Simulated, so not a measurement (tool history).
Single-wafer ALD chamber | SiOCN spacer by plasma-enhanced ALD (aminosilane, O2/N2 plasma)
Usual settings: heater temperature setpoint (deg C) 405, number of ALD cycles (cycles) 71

run,hour,heater temperature setpoint (deg C),number of ALD cycles (cycles),"read-back reference wafer on the same gauge, thickness_nm",mean film thickness on the monitor wafer (angstrom)
1,0.0,405,71,3.861,41.34
2,14.0,405,71,3.854,41.58
3,23.3,405,63,3.855,36.48
4,36.9,405,71,3.853,41.47
5,48.8,405,71,3.849,41.43
6,55.0,405,71,3.848,41.32
7,69.9,405,71,3.846,41.16
8,77.7,405,71,3.839,41.13
9,88.0,405,71,3.837,41.21
10,100.9,405,71,3.831,41.01
11,111.4,414,71,3.831,40.01
12,121.4,405,71,3.831,41.11
13,129.0,405,71,3.827,41.09
14,136.2,410,62,3.822,35.27
15,144.2,410,62,3.822,35.16
# hour 162.4: thermocouple changed; heater temperature recalibrated
16,162.9,410,62,3.818,35.17
17,170.0,405,71,3.817,40.94
18,184.2,405,71,3.811,40.81
19,200.8,405,71,3.803,40.86
# hour 205.7: gauge calibrated
20,217.7,405,71,3.894,41.72
21,224.2,394,78,3.895,46.75
22,233.9,400,61,3.896,36.48
23,244.3,405,71,3.895,41.79
24,252.3,405,71,3.892,41.87
25,263.4,419,57,3.895,32.05
26,273.3,393,79,3.892,47.25
27,285.0,405,71,3.895,41.87
28,297.7,395,63,3.891,37.56
29,314.0,398,60,3.888,35.71
30,329.2,410,71,3.891,40.96
31,340.2,418,81,3.891,45.32
32,355.6,405,71,3.889,41.76
33,384.7,392,71,3.888,42.32
34,393.9,405,76,3.887,44.54
35,409.4,405,76,3.885,44.66
36,425.5,405,62,3.882,36.46
37,437.8,405,82,3.883,48.31
38,452.9,412,63,3.876,36.03
39,466.2,405,77,3.878,45.27

4 ways to go on from here, each from the tool as it stands after run 39. What would each give?
A,466.7,409,71,?,?
B,466.7,392,82,?,?
C,466.7,393,78,?,?
D,466.7,396,76,?,?

run,"read-back reference wafer on the same gauge, thickness_nm",mean film thickness on the monitor wafer (angstrom)
A,3.876,41.00
B,3.876,48.75
C,3.876,46.37
D,3.876,45.18
Without the tool's hidden state the same runs would have given:
run,mean film thickness on the monitor wafer (angstrom)
A,41.15
B,48.92
C,46.54
D,45.35
